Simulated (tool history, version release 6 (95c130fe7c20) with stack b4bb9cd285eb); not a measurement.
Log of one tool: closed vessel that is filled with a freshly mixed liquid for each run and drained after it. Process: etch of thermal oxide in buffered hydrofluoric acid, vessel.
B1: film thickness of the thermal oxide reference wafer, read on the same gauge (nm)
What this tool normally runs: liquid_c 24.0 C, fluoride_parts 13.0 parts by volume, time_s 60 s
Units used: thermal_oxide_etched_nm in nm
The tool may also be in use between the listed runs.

Run 1, hour 0.0: usual settings; B1 150.04. Result: thermal_oxide_etched_nm 52.81 nm.
Run 2, hour 59.4: usual settings; B1 150.00. Result: thermal_oxide_etched_nm 51.47 nm.
Run 3, hour 108.4: usual settings; B1 149.95. Result: thermal_oxide_etched_nm 52.13 nm.
Run 4, hour 175.1: usual settings; B1 150.02. Result: thermal_oxide_etched_nm 52.59 nm.
Run 5, hour 219.7: usual settings; B1 150.00. Result: thermal_oxide_etched_nm 52.40 nm.
Run 6, hour 245.0: usual settings; B1 150.05. Result: thermal_oxide_etched_nm 51.95 nm.
Run 7, hour 445.6: usual settings; B1 150.01. Result: thermal_oxide_etched_nm 51.58 nm.
Run 8, hour 517.4: usual settings; B1 149.98. Result: thermal_oxide_etched_nm 51.14 nm.
At hour 531.1: hydrofluoric acid flow meter replaced.
Run 9, hour 551.1: usual settings; B1 150.02. Result: thermal_oxide_etched_nm 52.47 nm.
Run 10, hour 612.5: usual settings but fluoride_parts 10.5 parts by volume; B1 149.98. Result: thermal_oxide_etched_nm 63.29 nm.
Run 11, hour 655.6: usual settings but fluoride_parts 10.5 parts by volume; B1 150.02. Result: thermal_oxide_etched_nm 62.87 nm.
Run 12, hour 695.8: usual settings but liquid_c 26.0 C; B1 150.01. Result: thermal_oxide_etched_nm 56.36 nm.
Run 13, hour 735.7: usual settings but liquid_c 26.0 C; B1 150.03. Result: thermal_oxide_etched_nm 56.63 nm.
At hour 748.0: gauge calibrated.
At hour 763.2: thermometer replaced.
Run 14, hour 797.2: usual settings but liquid_c 26.0 C; B1 150.01. Result: thermal_oxide_etched_nm 54.60 nm.
Run 15, hour 829.2: usual settings but fluoride_parts 11.5 parts by volume; B1 149.99. Result: thermal_oxide_etched_nm 53.28 nm.
Run 16, hour 874.5: usual settings but fluoride_parts 11.5 parts by volume; B1 150.00. Result: thermal_oxide_etched_nm 54.76 nm.
Run 17, hour 914.0: usual settings; B1 150.02. Result: thermal_oxide_etched_nm 47.23 nm.
Run 18, hour 939.0: usual settings but liquid_c 22.5 C, time_s 40 s; B1 150.01. Result: thermal_oxide_etched_nm 29.35 nm.
Run 19, hour 1004.4: usual settings but liquid_c 28.0 C, fluoride_parts 9.0 parts by volume, time_s 75 s; B1 150.01. Result: thermal_oxide_etched_nm 102.33 nm.
Run 20, hour 1062.4: usual settings but fluoride_parts 14.5 parts by volume, time_s 50 s; B1 150.02. Result: thermal_oxide_etched_nm 35.69 nm.
At hour 1092.1: thermometer replaced, repeated, since the last time left the tool worse.
Run 21, hour 1112.8: usual settings but liquid_c 20.0 C, fluoride_parts 17.5 parts by volume, time_s 40 s; B1 150.00. Result: thermal_oxide_etched_nm 22.47 nm.
Run 22, hour 1143.5: usual settings; B1 150.00. Result: thermal_oxide_etched_nm 55.21 nm.
Run 23, hour 1213.1: usual settings but fluoride_parts 9.0 parts by volume, time_s 45 s; B1 150.01. Result: thermal_oxide_etched_nm 57.48 nm.
Run 24, hour 1267.1: usual settings; B1 149.98. Result: thermal_oxide_etched_nm 55.46 nm.
Run 25, hour 1320.1: usual settings but liquid_c 19.5 C, fluoride_parts 10.5 parts by volume, time_s 80 s; B1 149.98. Result: thermal_oxide_etched_nm 71.52 nm.
Run 26, hour 1370.0: usual settings but liquid_c 19.0 C; B1 150.02. Result: thermal_oxide_etched_nm 41.31 nm.
Run 27, hour 1429.6: usual settings but liquid_c 20.5 C, fluoride_parts 11.0 parts by volume, time_s 35 s; B1 149.99. Result: thermal_oxide_etched_nm 31.45 nm.
Run 28, hour 1482.5: usual settings; B1 150.01. Result: thermal_oxide_etched_nm 54.87 nm.
Run 29, hour 1551.2: usual settings but fluoride_parts 9.5 parts by volume; B1 150.00. Result: thermal_oxide_etched_nm 73.40 nm.
Run 30, hour 1598.9: usual settings but fluoride_parts 10.0 parts by volume, time_s 40 s; B1 150.01. Result: thermal_oxide_etched_nm 47.30 nm.
Run 31, hour 1623.4: usual settings but liquid_c 21.0 C, time_s 45 s; B1 150.00. Result: thermal_oxide_etched_nm 34.71 nm.
Run 32, hour 1685.5: usual settings but liquid_c 25.5 C, fluoride_parts 10.5 parts by volume, time_s 90 s; B1 149.99. Result: thermal_oxide_etched_nm 109.25 nm.
Run 33, hour 1739.1: usual settings but fluoride_parts 17.5 parts by volume; B1 149.98. Result: thermal_oxide_etched_nm 41.35 nm.

Predict each of these 3 candidate next runs independently; none follows another, all start after run 33:
Run A, hour 1739.8: usual settings; B1 ?. Result: thermal_oxide_etched_nm ?.
Run B, hour 1739.8: usual settings but liquid_c 27.0 C, fluoride_parts 10.5 parts by volume, time_s 35 s; B1 ?. Result: thermal_oxide_etched_nm ?.
Run C, hour 1739.8: usual settings but liquid_c 19.5 C, fluoride_parts 10.0 parts by volume, time_s 90 s; B1 ?. Result: thermal_oxide_etched_nm ?.

run      B1  thermal_oxide_etched_nm
  A  150.01                    55.46
  B  150.01                    46.90
  C  150.01                    83.70
With no hidden state in the tool, these same runs would have given:
run  thermal_oxide_etched_nm
  A                    57.41
  B                    48.51
  C                    86.72
